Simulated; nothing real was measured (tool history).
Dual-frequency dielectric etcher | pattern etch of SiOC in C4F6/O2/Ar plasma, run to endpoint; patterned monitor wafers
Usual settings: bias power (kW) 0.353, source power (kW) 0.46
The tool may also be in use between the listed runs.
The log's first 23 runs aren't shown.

| run | hour | bias power (kW) | source power (kW) | incoming incoming film thickness, nm | endpoint time (s) |
|---|---|---|---|---|---|
| 24 | 1281.4 | 0.318 | 0.55 | 35.96 | 12.9 |
| 25 | 1306.1 | 0.353 | 0.38 | 35.93 | 15 |
| 26 | 1364.7 | 0.32 | 0.57 | 36.23 | 12.7 |
| 27 | 1393.5 | 0.427 | 0.46 | 36.25 | 12.8 |
| 28 | 1461.1 | 0.384 | 0.52 | 36.07 | 12.4 |
| 29 | 1518.6 | 0.396 | 0.38 | 35.97 | 14.2 |
| 30 | 1554.8 | 0.392 | 0.4 | 36.32 | 14 |
| 31 | 1607.3 | 0.314 | 0.46 | 36.54 | 14.1 |
| 32 | 1670.2 | 0.386 | 0.35 | 36.08 | 15.1 |
| 33 | 1709.1 | 0.353 | 0.54 | 35.86 | 12.2 |
|  | 1753.8 | wet clean of the chamber |
| 34 | 1754.3 | 0.353 | 0.46 | 36.14 | 13.6 |

5 ways to go on from here, each from the tool as it stands after run 34. What would each give?
| A | 1754.7 | 0.353 | 0.46 | 35.98 | ? |
| B | 1754.7 | 0.322 | 0.56 | 35.98 | ? |
| C | 1754.7 | 0.309 | 0.42 | 35.98 | ? |
| D | 1754.7 | 0.415 | 0.46 | 35.98 | ? |
| E | 1754.7 | 0.289 | 0.57 | 35.98 | ? |

| run | endpoint time (s) |
|---|---|
| A | 13.5 |
| B | 12.6 |
| C | 14.8 |
| D | 12.7 |
| E | 12.9 |
Without the tool's hidden state the same runs would have given:
| run | endpoint time (s) |
|---|---|
| A | 13.5 |
| B | 12.6 |
| C | 14.8 |
| D | 12.8 |
| E | 12.9 |
